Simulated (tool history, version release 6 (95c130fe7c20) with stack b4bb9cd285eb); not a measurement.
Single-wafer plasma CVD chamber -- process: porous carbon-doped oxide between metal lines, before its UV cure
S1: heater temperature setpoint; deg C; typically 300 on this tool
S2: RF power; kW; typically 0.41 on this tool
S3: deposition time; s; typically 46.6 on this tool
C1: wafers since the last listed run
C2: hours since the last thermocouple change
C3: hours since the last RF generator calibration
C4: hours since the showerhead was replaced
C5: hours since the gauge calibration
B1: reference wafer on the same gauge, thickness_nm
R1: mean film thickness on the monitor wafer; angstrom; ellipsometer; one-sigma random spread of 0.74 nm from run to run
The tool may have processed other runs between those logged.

run   hour   S1     S2    S3   C1      C2      C3      C4     C5       B1       R1
  1      0  300   0.41  46.6    0  1311.1  2300.3  5654.5  413.3  208.876  2035.15
  2   15.8  300   0.41  46.6  380  1326.9  2316.1  5670.3  429.1  208.897  2049.59
  3   33.4  292   0.41  46.6  424  1344.5  2333.7  5687.9  446.7  209.035  2142.46
  4   42.8  307   0.41  50.2  226  1353.9  2343.1  5697.3  456.1  208.954  2102.98
  5   57.7  307   0.41  50.2  359  1368.8    2358  5712.2    471   208.98  2099.24
  6   65.8  307   0.41  50.2  195  1376.9  2366.1  5720.3  479.1  208.947  2088.43
      76.8  -- thermocouple changed; heater temperature recalibrated
  7   77.3  294   0.41  46.6   84     0.5  2377.6  5731.8  490.6   208.99  2097.89
  8   84.3  294   0.41  46.6  168     7.5  2384.6  5738.8  497.6  209.067  2110.64
  9   94.6  294   0.41  46.6  248    17.8  2394.9  5749.1  507.9  209.093  2105.14
      96.6  -- gauge calibrated
 10  104.5  300   0.41  46.6  238    27.7  2404.8    5759    7.9  208.999  2047.23
 11  116.6  300   0.41  46.6  291    39.8  2416.9  5771.1     20  208.912  2032.56
 12  131.3  300   0.41  46.6  354    54.5  2431.6  5785.8   34.7  208.917  2026.99
 13  141.5  300   0.41  46.6  245    64.7  2441.8    5796   44.9  209.051  2030.96
 14  156.9  300  0.455  43.6  371    80.1  2457.2  5811.4   60.3  209.106  2099.89
 15  167.9  314   0.41  46.6  265    91.1  2468.2  5822.4   71.3  208.969  1873.83
 16  180.7  300   0.35  46.6  308   103.9    2481  5835.2   84.1  209.165  1715.37
 17  187.8  300  0.375  46.6  171     111  2488.1  5842.3   91.2  209.013  1844.52
 18  194.7  300  0.345  46.6  166   117.9    2495  5849.2   98.1  209.032   1682.3
 19  209.4  300   0.41  46.6  354   132.6  2509.7  5863.9  112.8  208.831  2013.12
 20  222.7  300   0.41  46.6  320   145.9    2523  5877.2  126.1  208.897  2013.28
 21  235.2  306  0.355  46.6  301   158.4  2535.5  5889.7  138.6  208.943  1688.67
 22  251.3  315   0.41  46.6  388   174.5  2551.6  5905.8  154.7  208.819  1851.11
 23  261.9  300   0.48  42.3  255   185.1  2562.2  5916.4  165.3  208.978  2133.33
 24  274.5  300  0.345  46.6  303   197.7  2574.8    5929  177.9   209.08  1675.34
 25  282.3  307  0.435  46.6  188   205.5  2582.6  5936.8  185.7  208.897  2031.43
     291.2  -- RF generator calibrated
       295  -- showerhead replaced
 26  297.8  300   0.41  46.6   87     221     6.6     2.8  201.2  208.902  2191.98
 27  305.2  313   0.41  40.8  178   228.4      14    10.2  208.6  209.006  1784.33
 28  321.1  315   0.41  54.5  383   244.3    29.9    26.1  224.5  209.038  2358.82
 29  333.1  312   0.39  51.7  289   256.3    41.9    38.1  236.5  209.048  2158.72
 30  350.7  300  0.375  46.6  424   273.9    59.5    55.7  254.1  209.186  2001.78
 31  365.3  300  0.375  52.6  351   288.5    74.1    70.3  268.7  209.058  2255.59
 32  381.3  308   0.43  55.9  385   304.5    90.1    86.3  284.7  209.057  2603.68
 33  395.8  310   0.36  44.1  349     319   104.6   100.8  299.2  209.065  1733.49
 34  411.4  287   0.47  50.2  376   334.6   120.2   116.4  314.8   208.87  2882.69
 35  423.8  287  0.345  40.2  298     347   132.6   128.8  327.2  208.913  1718.64

Below are 3 alternative next runs, each starting from the tool's condition after run 35. Predict each:
  A  424.2  310  0.41  46.6   9  347.4  133  129.2  327.6   ?   ?
  B  424.2  300  0.39  46.6   9  347.4  133  129.2  327.6   ?   ?
  C  424.2  300  0.41  43.5   9  347.4  133  129.2  327.6   ?   ?

run       B1       R1
  A  209.065   2071.8
  B  209.065     2087
  C  209.065  2048.81
With no hidden state in the tool, these same runs would have given:
run       R1
  A  2074.09
  B  2089.32
  C  2051.07
